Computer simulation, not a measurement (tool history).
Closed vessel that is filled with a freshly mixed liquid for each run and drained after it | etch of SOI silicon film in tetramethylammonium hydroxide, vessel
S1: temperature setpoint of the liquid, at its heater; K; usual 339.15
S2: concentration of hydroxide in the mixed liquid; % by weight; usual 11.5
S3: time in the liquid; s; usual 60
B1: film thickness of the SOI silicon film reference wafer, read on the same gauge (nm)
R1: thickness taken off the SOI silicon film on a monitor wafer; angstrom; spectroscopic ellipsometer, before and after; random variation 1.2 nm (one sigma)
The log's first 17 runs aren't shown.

Run 18, hour 388.1: usual settings; B1 80.02. Result: R1 3227.7 angstrom.
Run 19, hour 423.6: usual settings; B1 79.96. Result: R1 3230.5 angstrom.
Run 20, hour 451.7: usual settings but S1 333.65 K, S2 14 % by weight, S3 35 s; B1 80.03. Result: R1 1241.9 angstrom.
Run 21, hour 478: usual settings but S1 336.65 K, S3 30 s; B1 80. Result: R1 1392.2 angstrom.
Run 22, hour 502.7: usual settings but S1 346.65 K; B1 80.03. Result: R1 5025.6 angstrom.
Run 23, hour 514.9: usual settings but S3 50 s; B1 80.02. Result: R1 2692.8 angstrom.
Run 24, hour 532.7: usual settings but S2 10.5 % by weight, S3 90 s; B1 79.99. Result: R1 5048.6 angstrom.
Run 25, hour 548.6: usual settings but S2 10.5 % by weight, S3 70 s; B1 79.99. Result: R1 3896.6 angstrom.
Run 26, hour 583.7: usual settings but S1 342.15 K, S2 13 % by weight, S3 80 s; B1 80. Result: R1 4924.9 angstrom.
Run 27, hour 602.1: usual settings but S1 335.15 K, S3 40 s; B1 79.95. Result: R1 1694.5 angstrom.
Run 28, hour 619.2: usual settings but S3 35 s; B1 80.02. Result: R1 1903.2 angstrom.
Run 29, hour 640.4: usual settings; B1 80.01. Result: R1 3238.8 angstrom.
Run 30, hour 674.4: usual settings; B1 79.99. Result: R1 3250.6 angstrom.
Run 31, hour 697.4: usual settings but S1 345.15 K, S2 14 % by weight; B1 79.99. Result: R1 4299.8 angstrom.
Run 32, hour 723.9: usual settings but S2 8.5 % by weight; B1 80.03. Result: R1 3659.5 angstrom.
Run 33, hour 747.3: usual settings but S1 336.65 K; B1 80. Result: R1 2826.3 angstrom.
Run 34, hour 780.3: usual settings; B1 80.06. Result: R1 3282.7 angstrom.
Run 35, hour 805.6: usual settings but S1 336.15 K, S3 30 s; B1 80.01. Result: R1 1379.6 angstrom.

3 ways to go on from here, each from the tool as it stands after run 35. What would each give?
Run A, hour 806.3: usual settings; B1 ?. Result: R1 ?.
Run B, hour 806.3: usual settings but S1 336.65 K, S2 14.5 % by weight, S3 70 s; B1 ?. Result: R1 ?.
Run C, hour 806.3: usual settings but S1 342.65 K, S2 13 % by weight, S3 30 s; B1 ?. Result: R1 ?.

run     B1      R1
  A  80.01  3263.8
  B  80.01  2959.2
  C  80.01  1911.5
Without the tool's hidden state the same runs would have given:
run      R1
  A  3119.4
  B  2815.9
  C  1824.8
